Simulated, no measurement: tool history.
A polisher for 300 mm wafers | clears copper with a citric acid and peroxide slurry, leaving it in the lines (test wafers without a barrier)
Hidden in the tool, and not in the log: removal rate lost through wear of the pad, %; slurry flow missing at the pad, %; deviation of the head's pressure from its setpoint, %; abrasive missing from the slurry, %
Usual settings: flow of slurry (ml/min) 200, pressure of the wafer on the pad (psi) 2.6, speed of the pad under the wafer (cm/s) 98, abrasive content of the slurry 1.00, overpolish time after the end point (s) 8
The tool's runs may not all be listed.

| run | hour | flow of slurry (ml/min) | pressure of the wafer on the pad (psi) | speed of the pad under the wafer (cm/s) | abrasive content of the slurry | overpolish time after the end point (s) | wafers since the last listed run | wafers polished on this pad | hours since the slurry nozzle was cleaned | hours since the head pressure was calibrated | hours since the slurry blender was calibrated | incoming thickness of the incoming film, nm | time until the end point was called (s) | dishing of a wide line in a test structure (Å) |
|---|---|---|---|---|---|---|---|---|---|---|---|---|---|---|
| 1 | 0.0 | 200 | 3.3 | 116 | 1.00 | 8 | 0 | 1033 | 312.1 | 1061.9 | 54.5 | 260.7 | 140.9 | 118 |
|  | 1.0 | worn pad replaced by a new one |
| 2 | 28.1 | 200 | 3.3 | 116 | 1.00 | 8 | 187 | 187 | 340.2 | 1090.0 | 82.6 | 260.3 | 122.1 | 131 |
| 3 | 54.3 | 200 | 3.3 | 116 | 1.00 | 8 | 180 | 367 | 366.4 | 1116.2 | 108.8 | 258.0 | 123.0 | 124 |
| 4 | 79.5 | 200 | 2.6 | 82 | 1.00 | 6 | 173 | 541 | 391.6 | 1141.4 | 134.0 | 263.3 | 226.4 | 54 |
|  | 105.8 | slurry blender recalibrated |
| 5 | 112.9 | 200 | 2.6 | 82 | 1.00 | 6 | 216 | 758 | 425.0 | 1174.8 | 7.1 | 261.9 | 231.5 | 53 |
|  | 156.9 | worn pad replaced by a new one |
| 6 | 207.4 | 200 | 2.6 | 98 | 1.00 | 8 | 624 | 348 | 519.5 | 1269.3 | 101.6 | 260.2 | 183.2 | 91 |
| 7 | 225.5 | 200 | 2.6 | 98 | 1.00 | 8 | 124 | 473 | 537.6 | 1287.4 | 119.7 | 264.6 | 189.7 | 86 |
|  | 234.2 | head pressure recalibrated |
|  | 239.2 | slurry blender recalibrated |
| 8 | 253.3 | 200 | 2.6 | 98 | 1.00 | 8 | 164 | 637 | 565.4 | 19.1 | 14.1 | 263.6 | 195.4 | 85 |
| 9 | 269.0 | 185 | 2.6 | 124 | 1.00 | 8 | 108 | 745 | 581.1 | 34.8 | 29.8 | 262.2 | 157.9 | 100 |
|  | 296.0 | worn pad replaced by a new one |
| 10 | 302.9 | 185 | 2.6 | 124 | 1.00 | 8 | 206 | 47 | 615.0 | 68.7 | 63.7 | 258.3 | 140.7 | 112 |
| 11 | 323.3 | 200 | 2.6 | 128 | 1.25 | 4 | 140 | 188 | 635.4 | 89.1 | 84.1 | 261.1 | 130.8 | 62 |
| 12 | 356.9 | 200 | 2.6 | 98 | 1.10 | 3 | 231 | 420 | 669.0 | 122.7 | 117.7 | 254.5 | 172.6 | 34 |
|  | 386.8 | slurry blender recalibrated |
|  | 437.2 | worn pad replaced by a new one |
| 13 | 444.7 | 185 | 2.6 | 124 | 1.00 | 8 | 564 | 52 | 756.8 | 210.5 | 57.9 | 258.4 | 141.0 | 109 |
| 14 | 474.2 | 200 | 3.2 | 98 | 1.00 | 10 | 203 | 255 | 786.3 | 240.0 | 87.4 | 261.0 | 147.8 | 136 |
| 15 | 489.8 | 200 | 2.6 | 68 | 1.00 | 8 | 107 | 363 | 801.9 | 255.6 | 103.0 | 258.3 | 253.2 | 65 |
|  | 516.3 | slurry nozzle cleaned |
| 16 | 520.9 | 225 | 2.6 | 78 | 1.00 | 3 | 207 | 570 | 4.6 | 286.7 | 134.1 | 262.7 | 228.9 | 27 |
| 17 | 547.1 | 260 | 2.6 | 98 | 1.25 | 4 | 180 | 751 | 30.8 | 312.9 | 160.3 | 263.0 | 175.2 | 46 |

The next listed run, before its measurement:
|  | 556.9 | slurry blender recalibrated |
| 18 | 576.0 | 200 | 2.6 | 78 | 1.00 | 12 | 185 | 937 | 59.7 | 341.8 | 19.1 | 261.0 | ? | ? |

time until the end point was called (s): 246.9
dishing of a wide line in a test structure (Å): 95
Without the tool's hidden state the same run would have given time until the end point was called (s) 218.3, dishing of a wide line in a test structure (Å) 107.

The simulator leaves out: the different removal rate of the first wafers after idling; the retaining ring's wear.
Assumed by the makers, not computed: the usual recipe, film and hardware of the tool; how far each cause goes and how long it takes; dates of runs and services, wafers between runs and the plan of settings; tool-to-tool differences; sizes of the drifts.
